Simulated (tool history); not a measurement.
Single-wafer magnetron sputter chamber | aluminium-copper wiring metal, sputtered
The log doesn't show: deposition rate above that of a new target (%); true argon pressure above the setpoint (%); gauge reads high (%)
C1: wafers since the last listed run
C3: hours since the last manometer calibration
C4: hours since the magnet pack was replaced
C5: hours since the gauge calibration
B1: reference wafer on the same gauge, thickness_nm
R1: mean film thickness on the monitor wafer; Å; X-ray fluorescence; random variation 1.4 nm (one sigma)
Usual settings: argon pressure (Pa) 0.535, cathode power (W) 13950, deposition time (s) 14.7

{"run": 1, "hour": 0.0, "argon pressure (Pa)": 0.535, "cathode power (W)": 13950, "deposition time (s)": 14.7, "C1": 0, "wafers on the sputter target": 3698, "C3": 1506.8, "C4": 6864.8, "C5": 144, "B1": 382.914, "R1": 3729.64}
{"run": 2, "hour": 86.1, "argon pressure (Pa)": 0.535, "cathode power (W)": 13950, "deposition time (s)": 14.7, "C1": 2317, "wafers on the sputter target": 6016, "C3": 1592.9, "C4": 6950.9, "C5": 230.1, "B1": 383.388, "R1": 3718.79}
{"hour": 147.4, "done": "sputter target and shields replaced"}
{"run": 3, "hour": 174.7, "argon pressure (Pa)": 0.535, "cathode power (W)": 13950, "deposition time (s)": 14.7, "C1": 2169, "wafers on the sputter target": 736, "C3": 1681.5, "C4": 7039.5, "C5": 318.7, "B1": 383.923, "R1": 3733.51}
{"run": 4, "hour": 276.2, "argon pressure (Pa)": 0.535, "cathode power (W)": 13950, "deposition time (s)": 14.7, "C1": 2732, "wafers on the sputter target": 3468, "C3": 1783, "C4": 7141, "C5": 420.2, "B1": 384.314, "R1": 3740.54}
{"run": 5, "hour": 335.3, "argon pressure (Pa)": 0.535, "cathode power (W)": 13950, "deposition time (s)": 14.7, "C1": 1591, "wafers on the sputter target": 5059, "C3": 1842.1, "C4": 7200.1, "C5": 479.3, "B1": 384.925, "R1": 3751.27}
{"run": 6, "hour": 387.1, "argon pressure (Pa)": 0.535, "cathode power (W)": 13950, "deposition time (s)": 14.7, "C1": 1394, "wafers on the sputter target": 6454, "C3": 1893.9, "C4": 7251.9, "C5": 531.1, "B1": 385.851, "R1": 3757.76}
{"run": 7, "hour": 426.5, "argon pressure (Pa)": 0.535, "cathode power (W)": 11500, "deposition time (s)": 14.7, "C1": 1060, "wafers on the sputter target": 7514, "C3": 1933.3, "C4": 7291.3, "C5": 570.5, "B1": 386.233, "R1": 3076.54}
{"hour": 449.9, "done": "sputter target and shields replaced"}
{"run": 8, "hour": 494.9, "argon pressure (Pa)": 0.535, "cathode power (W)": 13950, "deposition time (s)": 14.7, "C1": 1625, "wafers on the sputter target": 1210, "C3": 2001.7, "C4": 7359.7, "C5": 638.9, "B1": 387.421, "R1": 3757.24}
{"run": 9, "hour": 594.3, "argon pressure (Pa)": 0.449, "cathode power (W)": 13950, "deposition time (s)": 14.7, "C1": 2675, "wafers on the sputter target": 3886, "C3": 2101.1, "C4": 7459.1, "C5": 738.3, "B1": 388.432, "R1": 3963.83}
{"hour": 614.3, "done": "magnet pack replaced"}
{"run": 10, "hour": 659.3, "argon pressure (Pa)": 0.705, "cathode power (W)": 15600, "deposition time (s)": 13.2, "C1": 1534, "wafers on the sputter target": 5420, "C3": 2166.1, "C4": 45, "C5": 803.3, "B1": 389.626, "R1": 3496.79}
{"hour": 728.2, "done": "sputter target and shields replaced"}
{"run": 11, "hour": 732.8, "argon pressure (Pa)": 0.471, "cathode power (W)": 11600, "deposition time (s)": 14.7, "C1": 1763, "wafers on the sputter target": 122, "C3": 2239.6, "C4": 118.5, "C5": 876.8, "B1": 391.102, "R1": 3277.57}
{"run": 12, "hour": 808.5, "argon pressure (Pa)": 0.535, "cathode power (W)": 13950, "deposition time (s)": 14.7, "C1": 2037, "wafers on the sputter target": 2160, "C3": 2315.3, "C4": 194.2, "C5": 952.5, "B1": 392.374, "R1": 3836.39}
{"hour": 837.5, "done": "gauge calibrated"}
{"hour": 883.9, "done": "capacitance manometer re-zeroed and calibrated"}
{"run": 13, "hour": 892.8, "argon pressure (Pa)": 0.535, "cathode power (W)": 13950, "deposition time (s)": 14.7, "C1": 2054, "wafers on the sputter target": 4214, "C3": 8.9, "C4": 278.5, "C5": 55.3, "B1": 383.521, "R1": 3729.78}
{"run": 14, "hour": 953.3, "argon pressure (Pa)": 0.663, "cathode power (W)": 13950, "deposition time (s)": 14.7, "C1": 1628, "wafers on the sputter target": 5843, "C3": 69.4, "C4": 339, "C5": 115.8, "B1": 383.719, "R1": 3487.71}
{"hour": 1000.3, "done": "sputter target and shields replaced"}
{"run": 15, "hour": 1042.4, "argon pressure (Pa)": 0.603, "cathode power (W)": 13950, "deposition time (s)": 14.7, "C1": 2183, "wafers on the sputter target": 1132, "C3": 158.5, "C4": 428.1, "C5": 204.9, "B1": 383.897, "R1": 3599.77}
{"run": 16, "hour": 1099.3, "argon pressure (Pa)": 0.535, "cathode power (W)": 13950, "deposition time (s)": 12.7, "C1": 1531, "wafers on the sputter target": 2663, "C3": 215.4, "C4": 485, "C5": 261.8, "B1": 384.116, "R1": 3219.31}
{"run": 17, "hour": 1174.8, "argon pressure (Pa)": 0.535, "cathode power (W)": 13950, "deposition time (s)": 14.7, "C1": 2032, "wafers on the sputter target": 4696, "C3": 290.9, "C4": 560.5, "C5": 337.3, "B1": 384.866, "R1": 3741.82}

3 ways to go on from here, each from the tool as it stands after run 17. What would each give?
{"run": "A", "hour": 1175.2, "argon pressure (Pa)": 0.535, "cathode power (W)": 13950, "deposition time (s)": 14.7, "C1": 10, "wafers on the sputter target": 4707, "C3": 291.3, "C4": 560.9, "C5": 337.7, "B1": "?", "R1": "?"}
{"run": "B", "hour": 1175.2, "argon pressure (Pa)": 0.604, "cathode power (W)": 16750, "deposition time (s)": 16.2, "C1": 10, "wafers on the sputter target": 4707, "C3": 291.3, "C4": 560.9, "C5": 337.7, "B1": "?", "R1": "?"}
{"run": "C", "hour": 1175.2, "argon pressure (Pa)": 0.535, "cathode power (W)": 17350, "deposition time (s)": 14.7, "C1": 10, "wafers on the sputter target": 4707, "C3": 291.3, "C4": 560.9, "C5": 337.7, "B1": "?", "R1": "?"}

run=A B1=384.661 R1=3735.25
run=B B1=384.661 R1=4758.77
run=C B1=384.661 R1=4645.63
Without the tool's hidden state the same runs would have given:
run=A R1=3719.06
run=B R1=4738.16
run=C R1=4625.5

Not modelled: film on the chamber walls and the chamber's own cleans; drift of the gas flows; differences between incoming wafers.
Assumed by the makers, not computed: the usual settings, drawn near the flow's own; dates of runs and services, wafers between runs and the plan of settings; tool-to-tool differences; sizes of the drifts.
